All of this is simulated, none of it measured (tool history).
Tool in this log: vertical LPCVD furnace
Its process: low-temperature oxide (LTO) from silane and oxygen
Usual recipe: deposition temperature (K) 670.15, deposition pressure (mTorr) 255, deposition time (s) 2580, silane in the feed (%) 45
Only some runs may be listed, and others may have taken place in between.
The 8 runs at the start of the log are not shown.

run     day  deposition temperature (K)  deposition pressure (mTorr)  deposition time (s)  silane in the feed (%)  wafers since the last listed run  hours since the last temperature calibration  hours since the pressure gauge was zeroed  hours since the silane flow controller was replaced  hours since the gauge calibration  read-back reference wafer on the same gauge, thickness  film thickness on the monitor wafer in the middle of the boat (angstrom)
  9   7.288                      663.15                          205                 3480                      48                               214                                          11.2                                     1895.0                                                 24.0                              184.4                                                  458.96                                                                    4965.7
 10   7.992                      670.15                          255                 2070                      45                               338                                          28.1                                     1911.9                                                 40.9                              201.3                                                  459.01                                                                    3771.4
 11   8.492                      670.15                          255                 2580                      50                               240                                          40.1                                     1923.9                                                 52.9                              213.3                                                  458.86                                                                    5192.5
 12   9.025                      670.15                          255                 2580                      45                               256                                          52.9                                     1936.7                                                 65.7                              226.1                                                  459.03                                                                    4700.8
 13   9.371                      670.15                          255                 2580                      45                               166                                          61.2                                     1945.0                                                 74.0                              234.4                                                  459.10                                                                    4706.4
 14   9.662                      662.15                          255                 3030                      39                               140                                          68.2                                     1952.0                                                 81.0                              241.4                                                  458.93                                                                    4272.6
     10.908  -- pressure gauge zeroed
 15  10.929                      678.15                          255                 2580                      50                               128                                          98.6                                        0.5                                                111.4                              271.8                                                  459.05                                                                    5949.2
 16  11.117                      670.15                          255                 1830                      45                                90                                         103.1                                        5.0                                                115.9                              276.3                                                  458.96                                                                    3520.7
 17  11.583                      664.15                          290                 3090                      40                               224                                         114.3                                       16.2                                                127.1                              287.5                                                  458.95                                                                    5530.5
 18  12.325                      678.15                          255                 2580                      45                               356                                         132.1                                       34.0                                                144.9                              305.3                                                  458.97                                                                    5376.6
 19  12.792                      674.15                          255                 3420                      45                               224                                         143.3                                       45.2                                                156.1                              316.5                                                  459.17                                                                    6836.5
 20  13.321                      670.15                          300                 2580                      45                               254                                         156.0                                       57.9                                                168.8                              329.2                                                  459.16                                                                    5813.8
 21  13.962                      676.15                          200                 1590                      45                               308                                         171.4                                       73.3                                                184.2                              344.6                                                  458.98                                                                    2544.6
 22  15.050                      670.15                          235                 1650                      45                               522                                         197.5                                       99.4                                                210.3                              370.7                                                  459.02                                                                    2910.0
 23  15.483                      670.15                          255                 2580                      45                               208                                         207.9                                      109.8                                                220.7                              381.1                                                  458.88                                                                    4934.4
 24  16.167                      670.15                          255                 2580                      45                               328                                         224.3                                      126.2                                                237.1                              397.5                                                  459.15                                                                    4912.4
 25  16.717                      670.15                          255                 2580                      45                               264                                         237.5                                      139.4                                                250.3                              410.7                                                  459.02                                                                    4924.0
 26  17.138                      670.15                          205                 1680                      45                               202                                         247.6                                      149.5                                                260.4                              420.8                                                  459.06                                                                    2571.9
 27  17.604                      681.15                          320                 2580                      45                               224                                         258.8                                      160.7                                                271.6                              432.0                                                  458.94                                                                    6947.9
 28  18.358                      670.15                          255                 1920                      45                               362                                         276.9                                      178.8                                                289.7                              450.1                                                  458.99                                                                    3650.2
 29  19.146                      681.15                          195                 2580                      50                               378                                         295.8                                      197.7                                                308.6                              469.0                                                  459.03                                                                    4607.4
 30  19.604                      677.15                          285                 2580                      50                               220                                         306.8                                      208.7                                                319.6                              480.0                                                  458.89                                                                    6500.3
 31  20.221                      682.15                          285                 2580                      45                               296                                         321.6                                      223.5                                                334.4                              494.8                                                  459.00                                                                    6213.4

Predict each of these 4 candidate next runs independently; none follows another, all start after run 31:
  A  20.412                      670.15                          255                 2580                      45                                92                                         326.2                                      228.1                                                339.0                              499.4                                                       ?                                                                         ?
  B  20.412                      662.15                          300                 2580                      45                                92                                         326.2                                      228.1                                                339.0                              499.4                                                       ?                                                                         ?
  C  20.412                      670.15                          215                 2580                      45                                92                                         326.2                                      228.1                                                339.0                              499.4                                                       ?                                                                         ?
  D  20.412                      670.15                          255                 2580                      48                                92                                         326.2                                      228.1                                                339.0                              499.4                                                       ?                                                                         ?

run  read-back reference wafer on the same gauge, thickness  film thickness on the monitor wafer in the middle of the boat (angstrom)
  A                                                  459.07                                                                    4913.2
  B                                                  459.07                                                                    5306.5
  C                                                  459.07                                                                    4133.7
  D                                                  459.07                                                                    5233.6
Take away the tool's hidden state, keep each run's random variation, and the runs would have read:
run  film thickness on the monitor wafer in the middle of the boat (angstrom)
  A                                                                    4969.7
  B                                                                    5358.2
  C                                                                    4190.2
  D                                                                    5293.7
